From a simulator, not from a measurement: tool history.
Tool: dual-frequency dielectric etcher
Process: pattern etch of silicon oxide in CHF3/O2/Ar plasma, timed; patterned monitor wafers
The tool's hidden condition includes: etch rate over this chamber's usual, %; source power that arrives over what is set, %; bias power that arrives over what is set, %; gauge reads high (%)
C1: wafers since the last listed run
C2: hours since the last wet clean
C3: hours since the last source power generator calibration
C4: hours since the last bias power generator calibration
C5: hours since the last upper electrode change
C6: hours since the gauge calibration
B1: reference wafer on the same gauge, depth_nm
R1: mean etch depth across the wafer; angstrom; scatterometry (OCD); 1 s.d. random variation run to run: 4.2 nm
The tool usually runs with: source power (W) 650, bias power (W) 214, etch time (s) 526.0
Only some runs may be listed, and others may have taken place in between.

{"run": 1, "day": 0.0, "source power (W)": 650, "bias power (W)": 214, "etch time (s)": 526.0, "C1": 0, "C2": 150.8, "C3": 4127.9, "C4": 3602.0, "C5": 3321.2, "C6": 272.9, "B1": 1181.2, "R1": 11256}
{"run": 2, "day": 0.458, "source power (W)": 650, "bias power (W)": 214, "etch time (s)": 526.0, "C1": 24, "C2": 161.8, "C3": 4138.9, "C4": 3613.0, "C5": 3332.2, "C6": 283.9, "B1": 1178.4, "R1": 11189}
{"run": 3, "day": 1.05, "source power (W)": 650, "bias power (W)": 214, "etch time (s)": 526.0, "C1": 31, "C2": 176.0, "C3": 4153.1, "C4": 3627.2, "C5": 3346.4, "C6": 298.1, "B1": 1179.6, "R1": 11305}
{"run": 4, "day": 1.667, "source power (W)": 650, "bias power (W)": 214, "etch time (s)": 526.0, "C1": 33, "C2": 190.8, "C3": 4167.9, "C4": 3642.0, "C5": 3361.2, "C6": 312.9, "B1": 1180.3, "R1": 11255}
{"run": 5, "day": 3.129, "source power (W)": 650, "bias power (W)": 214, "etch time (s)": 526.0, "C1": 78, "C2": 225.9, "C3": 4203.0, "C4": 3677.1, "C5": 3396.3, "C6": 348.0, "B1": 1181.5, "R1": 11186}
{"run": 6, "day": 3.517, "source power (W)": 650, "bias power (W)": 214, "etch time (s)": 526.0, "C1": 20, "C2": 235.2, "C3": 4212.3, "C4": 3686.4, "C5": 3405.6, "C6": 357.3, "B1": 1181.3, "R1": 11210}
{"day": 3.975, "done": "bias power generator calibrated"}
{"run": 7, "day": 3.996, "source power (W)": 650, "bias power (W)": 214, "etch time (s)": 526.0, "C1": 16, "C2": 246.7, "C3": 4223.8, "C4": 0.5, "C5": 3417.1, "C6": 368.8, "B1": 1181.2, "R1": 11123}
{"run": 8, "day": 6.162, "source power (W)": 650, "bias power (W)": 214, "etch time (s)": 526.0, "C1": 116, "C2": 298.7, "C3": 4275.8, "C4": 52.5, "C5": 3469.1, "C6": 420.8, "B1": 1179.8, "R1": 11044}
{"run": 9, "day": 6.583, "source power (W)": 650, "bias power (W)": 196, "etch time (s)": 526.0, "C1": 22, "C2": 308.8, "C3": 4285.9, "C4": 62.6, "C5": 3479.2, "C6": 430.9, "B1": 1180.2, "R1": 10785}
{"run": 10, "day": 7.138, "source power (W)": 650, "bias power (W)": 196, "etch time (s)": 526.0, "C1": 29, "C2": 322.1, "C3": 4299.2, "C4": 75.9, "C5": 3492.5, "C6": 444.2, "B1": 1180.8, "R1": 10750}
{"run": 11, "day": 7.762, "source power (W)": 650, "bias power (W)": 214, "etch time (s)": 526.0, "C1": 33, "C2": 337.1, "C3": 4314.2, "C4": 90.9, "C5": 3507.5, "C6": 459.2, "B1": 1179.5, "R1": 11092}
{"day": 9.008, "done": "upper electrode replaced"}
{"run": 12, "day": 9.029, "source power (W)": 650, "bias power (W)": 214, "etch time (s)": 526.0, "C1": 14, "C2": 367.5, "C3": 4344.6, "C4": 121.3, "C5": 0.5, "C6": 489.6, "B1": 1181.0, "R1": 10953}
{"run": 13, "day": 9.05, "source power (W)": 600, "bias power (W)": 214, "etch time (s)": 407.5, "C1": 1, "C2": 368.0, "C3": 4345.1, "C4": 121.8, "C5": 1.0, "C6": 490.1, "B1": 1179.4, "R1": 8286}
{"run": 14, "day": 9.288, "source power (W)": 520, "bias power (W)": 214, "etch time (s)": 581.0, "C1": 12, "C2": 373.7, "C3": 4350.8, "C4": 127.5, "C5": 6.7, "C6": 495.8, "B1": 1180.8, "R1": 11116}
{"run": 15, "day": 9.954, "source power (W)": 600, "bias power (W)": 161, "etch time (s)": 455.5, "C1": 35, "C2": 389.7, "C3": 4366.8, "C4": 143.5, "C5": 22.7, "C6": 511.8, "B1": 1182.0, "R1": 8630}
{"run": 16, "day": 10.25, "source power (W)": 750, "bias power (W)": 214, "etch time (s)": 526.0, "C1": 15, "C2": 396.8, "C3": 4373.9, "C4": 150.6, "C5": 29.8, "C6": 518.9, "B1": 1180.1, "R1": 11530}
{"day": 11.371, "done": "gauge calibrated"}
{"day": 12.417, "done": "source power generator calibrated"}
{"day": 12.575, "done": "wet clean of the chamber"}
{"run": 17, "day": 12.596, "source power (W)": 510, "bias power (W)": 163, "etch time (s)": 410.0, "C1": 108, "C2": 0.5, "C3": 4.3, "C4": 206.9, "C5": 86.1, "C6": 29.4, "B1": 1179.3, "R1": 7591}
{"run": 18, "day": 12.612, "source power (W)": 770, "bias power (W)": 185, "etch time (s)": 643.0, "C1": 0, "C2": 0.9, "C3": 4.7, "C4": 207.3, "C5": 86.5, "C6": 29.8, "B1": 1179.6, "R1": 14474}
{"run": 19, "day": 14.362, "source power (W)": 600, "bias power (W)": 214, "etch time (s)": 526.0, "C1": 93, "C2": 42.9, "C3": 46.7, "C4": 249.3, "C5": 128.5, "C6": 71.8, "B1": 1179.3, "R1": 11029}
{"run": 20, "day": 14.708, "source power (W)": 650, "bias power (W)": 191, "etch time (s)": 461.5, "C1": 18, "C2": 51.2, "C3": 55.0, "C4": 257.6, "C5": 136.8, "C6": 80.1, "B1": 1179.0, "R1": 9733}
{"run": 21, "day": 15.283, "source power (W)": 650, "bias power (W)": 214, "etch time (s)": 526.0, "C1": 30, "C2": 65.0, "C3": 68.8, "C4": 271.4, "C5": 150.6, "C6": 93.9, "B1": 1180.8, "R1": 11386}
{"run": 22, "day": 15.567, "source power (W)": 650, "bias power (W)": 192, "etch time (s)": 397.5, "C1": 15, "C2": 71.8, "C3": 75.6, "C4": 278.2, "C5": 157.4, "C6": 100.7, "B1": 1180.4, "R1": 8383}
{"run": 23, "day": 16.067, "source power (W)": 510, "bias power (W)": 171, "etch time (s)": 376.0, "C1": 26, "C2": 83.8, "C3": 87.6, "C4": 290.2, "C5": 169.4, "C6": 112.7, "B1": 1179.5, "R1": 6912}
{"run": 24, "day": 16.488, "source power (W)": 700, "bias power (W)": 256, "etch time (s)": 472.5, "C1": 22, "C2": 93.9, "C3": 97.7, "C4": 300.3, "C5": 179.5, "C6": 122.8, "B1": 1178.6, "R1": 10922}
{"run": 25, "day": 16.796, "source power (W)": 650, "bias power (W)": 214, "etch time (s)": 581.5, "C1": 16, "C2": 101.3, "C3": 105.1, "C4": 307.7, "C5": 186.9, "C6": 130.2, "B1": 1181.1, "R1": 12519}
{"run": 26, "day": 17.262, "source power (W)": 700, "bias power (W)": 182, "etch time (s)": 526.0, "C1": 25, "C2": 112.5, "C3": 116.3, "C4": 318.9, "C5": 198.1, "C6": 141.4, "B1": 1179.5, "R1": 11178}
{"run": 27, "day": 17.738, "source power (W)": 650, "bias power (W)": 214, "etch time (s)": 526.0, "C1": 25, "C2": 123.9, "C3": 127.7, "C4": 330.3, "C5": 209.5, "C6": 152.8, "B1": 1181.1, "R1": 11303}
{"run": 28, "day": 19.308, "source power (W)": 650, "bias power (W)": 214, "etch time (s)": 526.0, "C1": 84, "C2": 161.6, "C3": 165.4, "C4": 368.0, "C5": 247.2, "C6": 190.5, "B1": 1180.3, "R1": 11226}
{"run": 29, "day": 19.758, "source power (W)": 650, "bias power (W)": 214, "etch time (s)": 526.0, "C1": 24, "C2": 172.4, "C3": 176.2, "C4": 378.8, "C5": 258.0, "C6": 201.3, "B1": 1179.3, "R1": 11166}

Each row is a separate what-if for the run after 29, all from the same tool condition, not one after another. Results?
{"run": "A", "day": 19.783, "source power (W)": 650, "bias power (W)": 234, "etch time (s)": 526.0, "C1": 1, "C2": 173.0, "C3": 176.8, "C4": 379.4, "C5": 258.6, "C6": 201.9, "B1": "?", "R1": "?"}
{"run": "B", "day": 19.783, "source power (W)": 710, "bias power (W)": 214, "etch time (s)": 526.0, "C1": 1, "C2": 173.0, "C3": 176.8, "C4": 379.4, "C5": 258.6, "C6": 201.9, "B1": "?", "R1": "?"}
{"run": "C", "day": 19.783, "source power (W)": 650, "bias power (W)": 232, "etch time (s)": 391.0, "C1": 1, "C2": 173.0, "C3": 176.8, "C4": 379.4, "C5": 258.6, "C6": 201.9, "B1": "?", "R1": "?"}
{"run": "D", "day": 19.783, "source power (W)": 520, "bias power (W)": 214, "etch time (s)": 458.0, "C1": 1, "C2": 173.0, "C3": 176.8, "C4": 379.4, "C5": 258.6, "C6": 201.9, "B1": "?", "R1": "?"}
{"run": "E", "day": 19.783, "source power (W)": 650, "bias power (W)": 245, "etch time (s)": 605.5, "C1": 1, "C2": 173.0, "C3": 176.8, "C4": 379.4, "C5": 258.6, "C6": 201.9, "B1": "?", "R1": "?"}

run=A B1=1180.2 R1=11470
run=B B1=1180.2 R1=11600
run=C B1=1180.2 R1=8507
run=D B1=1180.2 R1=8943
run=E B1=1180.2 R1=13365
Without the tool's hidden state the same runs would have given:
run=A R1=11676
run=B R1=11809
run=C R1=8659
run=D R1=9104
run=E R1=13605
